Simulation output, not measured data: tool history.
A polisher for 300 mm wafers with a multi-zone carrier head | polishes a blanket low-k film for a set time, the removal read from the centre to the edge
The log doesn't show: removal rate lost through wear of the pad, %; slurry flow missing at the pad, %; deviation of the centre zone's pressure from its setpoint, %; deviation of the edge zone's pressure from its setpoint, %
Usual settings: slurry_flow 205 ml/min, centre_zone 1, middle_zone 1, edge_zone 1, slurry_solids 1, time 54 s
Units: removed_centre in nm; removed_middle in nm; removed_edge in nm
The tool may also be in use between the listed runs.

run     day  slurry_flow  centre_zone  middle_zone  edge_zone  slurry_solids  time  wafers since the last listed run  wafers polished on this pad  hours since the slurry nozzle was cleaned  hours since the centre zone pressure was calibrated  hours since the edge zone pressure was calibrated  hours since the carrier head's membrane was replaced  incoming thickness of the incoming film, nm  removed_centre  removed_middle  removed_edge
  1       0          205            1            1          1              1    54                                 0                         1595                                      106.4                                                376.4                                             1231.9                                                  1009                                        436.9            29.5            30.1          30.2
      0.029  -- worn pad replaced by a new one
      0.538  -- centre zone pressure recalibrated
  2   1.817          205            1            1          1              1    54                               523                          523                                        150                                                 30.7                                             1275.5                                                1052.6                                        434.1            29.4            30.6          29.8
  3   3.612          205            1            1          1              1    54                               551                         1075                                      193.1                                                 73.8                                             1318.6                                                1095.7                                        433.8            28.9            30.5          29.9
      4.662  -- slurry nozzle cleaned
  4   5.054          205            1            1          1              1    54                               429                         1505                                        9.4                                                108.4                                             1353.2                                                1130.3                                        430.9            28.8            29.9          29.4
      5.342  -- worn pad replaced by a new one
  5   6.592          205            1            1          1              1    54                               421                          383                                       46.3                                                145.3                                             1390.1                                                1167.2                                        438.2            29.4            30.1          29.6
  6   8.788          205            1            1          1              1    54                               674                         1058                                         99                                                  198                                             1442.8                                                1219.9                                          436            28.5            30.2          29.8
  7  10.692          205            1         1.07          1              1    40                               584                         1643                                      144.7                                                243.7                                             1488.5                                                1265.6                                        430.9            21.4            24.1            22
     11.879  -- worn pad replaced by a new one
  8  12.883          205            1            1          1              1    54                               621                          308                                      197.3                                                296.3                                             1541.1                                                1318.2                                        437.8            29.1            30.6          29.9
     14.642  -- slurry nozzle cleaned
  9  14.804          260          1.1         1.07          1            1.2    54                               577                          885                                        3.9                                                342.4                                             1587.2                                                1364.3                                        441.7            35.6            34.9          31.9
     15.942  -- centre zone pressure recalibrated
 10  17.104          205            1            1          1              1    36                               680                         1565                                       59.1                                                 27.9                                             1642.4                                                1419.5                                        439.3            19.4            19.9            20

Forecast run 11:
     17.188  -- edge zone pressure recalibrated
     17.429  -- carrier head's membrane replaced by a new one
     18.146  -- worn pad replaced by a new one
 11  18.862          205            1            1          1              1    54                               399                          220                                      101.3                                                 70.1                                               40.2                                                  34.4                                        440.3               ?               ?             ?

Run 11 gave removed_centre 29.3 nm, removed_middle 30.1 nm, removed_edge 30.5 nm.
Without the tool's hidden state the same run would have given removed_centre 29.3 nm, removed_middle 30.1 nm, removed_edge 30.5 nm.

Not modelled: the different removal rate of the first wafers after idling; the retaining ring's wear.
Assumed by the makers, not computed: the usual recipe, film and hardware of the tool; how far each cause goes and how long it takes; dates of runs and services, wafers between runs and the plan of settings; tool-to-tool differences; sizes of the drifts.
